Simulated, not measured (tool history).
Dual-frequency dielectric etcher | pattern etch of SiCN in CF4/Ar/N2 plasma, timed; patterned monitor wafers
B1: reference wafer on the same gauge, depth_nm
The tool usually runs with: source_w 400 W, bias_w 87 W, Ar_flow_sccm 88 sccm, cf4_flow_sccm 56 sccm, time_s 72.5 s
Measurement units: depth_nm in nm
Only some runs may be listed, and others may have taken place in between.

{"run": 1, "hour": 0.0, "source_w": 400, "bias_w": 87, "Ar_flow_sccm": 88, "cf4_flow_sccm": 56, "time_s": 72.5, "B1": 61.8, "depth_nm": 61.3}
{"run": 2, "hour": 8.0, "source_w": 400, "bias_w": 87, "Ar_flow_sccm": 88, "cf4_flow_sccm": 56, "time_s": 72.5, "B1": 61.8, "depth_nm": 61}
{"run": 3, "hour": 32.7, "source_w": 400, "bias_w": 87, "Ar_flow_sccm": 88, "cf4_flow_sccm": 56, "time_s": 72.5, "B1": 61.8, "depth_nm": 61.1}
{"run": 4, "hour": 39.0, "source_w": 400, "bias_w": 96, "Ar_flow_sccm": 88, "cf4_flow_sccm": 56, "time_s": 72.5, "B1": 61.8, "depth_nm": 62.8}
{"run": 5, "hour": 56.8, "source_w": 360, "bias_w": 87, "Ar_flow_sccm": 68, "cf4_flow_sccm": 56, "time_s": 72.5, "B1": 61.8, "depth_nm": 57.8}
{"run": 6, "hour": 65.3, "source_w": 460, "bias_w": 87, "Ar_flow_sccm": 88, "cf4_flow_sccm": 48, "time_s": 72.5, "B1": 61.8, "depth_nm": 67.9}
{"run": 7, "hour": 75.4, "source_w": 400, "bias_w": 87, "Ar_flow_sccm": 88, "cf4_flow_sccm": 56, "time_s": 72.5, "B1": 61.8, "depth_nm": 60.9}
{"hour": 85.4, "done": "gauge calibrated"}
{"run": 8, "hour": 87.4, "source_w": 330, "bias_w": 100, "Ar_flow_sccm": 81, "cf4_flow_sccm": 56, "time_s": 66, "B1": 61.8, "depth_nm": 48.6}
{"run": 9, "hour": 94.4, "source_w": 400, "bias_w": 98, "Ar_flow_sccm": 79, "cf4_flow_sccm": 56, "time_s": 72.5, "B1": 61.8, "depth_nm": 64.4}
{"run": 10, "hour": 101.8, "source_w": 400, "bias_w": 87, "Ar_flow_sccm": 88, "cf4_flow_sccm": 56, "time_s": 72.5, "B1": 61.8, "depth_nm": 60.8}
{"hour": 110.9, "done": "Ar flow controller replaced"}
{"hour": 117.1, "done": "bias power generator calibrated"}
{"hour": 128.5, "done": "upper electrode replaced"}
{"hour": 134.3, "done": "CF4 flow controller replaced"}
{"run": 11, "hour": 134.8, "source_w": 400, "bias_w": 87, "Ar_flow_sccm": 88, "cf4_flow_sccm": 56, "time_s": 72.5, "B1": 61.8, "depth_nm": 60.5}
{"run": 12, "hour": 135.1, "source_w": 450, "bias_w": 94, "Ar_flow_sccm": 88, "cf4_flow_sccm": 56, "time_s": 57.5, "B1": 61.8, "depth_nm": 55.3}
{"run": 13, "hour": 139.6, "source_w": 400, "bias_w": 87, "Ar_flow_sccm": 79, "cf4_flow_sccm": 56, "time_s": 86, "B1": 61.8, "depth_nm": 73.3}
{"run": 14, "hour": 159.1, "source_w": 470, "bias_w": 65, "Ar_flow_sccm": 88, "cf4_flow_sccm": 56, "time_s": 91.5, "B1": 61.8, "depth_nm": 81.4}
{"run": 15, "hour": 176.7, "source_w": 400, "bias_w": 87, "Ar_flow_sccm": 88, "cf4_flow_sccm": 56, "time_s": 72.5, "B1": 61.8, "depth_nm": 60.5}
{"run": 16, "hour": 184.6, "source_w": 400, "bias_w": 87, "Ar_flow_sccm": 88, "cf4_flow_sccm": 56, "time_s": 90.5, "B1": 61.8, "depth_nm": 75.3}
{"run": 17, "hour": 196.4, "source_w": 360, "bias_w": 78, "Ar_flow_sccm": 88, "cf4_flow_sccm": 56, "time_s": 80, "B1": 61.8, "depth_nm": 58.1}
{"run": 18, "hour": 206.4, "source_w": 400, "bias_w": 72, "Ar_flow_sccm": 102, "cf4_flow_sccm": 56, "time_s": 72.5, "B1": 61.8, "depth_nm": 55.2}
{"run": 19, "hour": 221.5, "source_w": 400, "bias_w": 87, "Ar_flow_sccm": 88, "cf4_flow_sccm": 68, "time_s": 72.5, "B1": 61.8, "depth_nm": 62.1}
{"run": 20, "hour": 228.7, "source_w": 400, "bias_w": 107, "Ar_flow_sccm": 88, "cf4_flow_sccm": 56, "time_s": 53, "B1": 61.8, "depth_nm": 47.2}
{"run": 21, "hour": 236.4, "source_w": 400, "bias_w": 102, "Ar_flow_sccm": 107, "cf4_flow_sccm": 56, "time_s": 72.5, "B1": 61.8, "depth_nm": 61.4}

4 ways to go on from here, each from the tool as it stands after run 21. What would each give?
{"run": "A", "hour": 236.8, "source_w": 400, "bias_w": 87, "Ar_flow_sccm": 88, "cf4_flow_sccm": 65, "time_s": 72.5, "B1": "?", "depth_nm": "?"}
{"run": "B", "hour": 236.8, "source_w": 400, "bias_w": 70, "Ar_flow_sccm": 88, "cf4_flow_sccm": 56, "time_s": 72.5, "B1": "?", "depth_nm": "?"}
{"run": "C", "hour": 236.8, "source_w": 400, "bias_w": 87, "Ar_flow_sccm": 110, "cf4_flow_sccm": 56, "time_s": 67, "B1": "?", "depth_nm": "?"}
{"run": "D", "hour": 236.8, "source_w": 450, "bias_w": 106, "Ar_flow_sccm": 88, "cf4_flow_sccm": 56, "time_s": 60.5, "B1": "?", "depth_nm": "?"}

run=A B1=61.8 depth_nm=61.6
run=B B1=61.8 depth_nm=56.2
run=C B1=61.8 depth_nm=53.4
run=D B1=61.8 depth_nm=60.1
With the hidden condition removed and each run's random variation left untouched, the same runs would have given:
run=A depth_nm=63
run=B depth_nm=57.5
run=C depth_nm=54.7
run=D depth_nm=61.5

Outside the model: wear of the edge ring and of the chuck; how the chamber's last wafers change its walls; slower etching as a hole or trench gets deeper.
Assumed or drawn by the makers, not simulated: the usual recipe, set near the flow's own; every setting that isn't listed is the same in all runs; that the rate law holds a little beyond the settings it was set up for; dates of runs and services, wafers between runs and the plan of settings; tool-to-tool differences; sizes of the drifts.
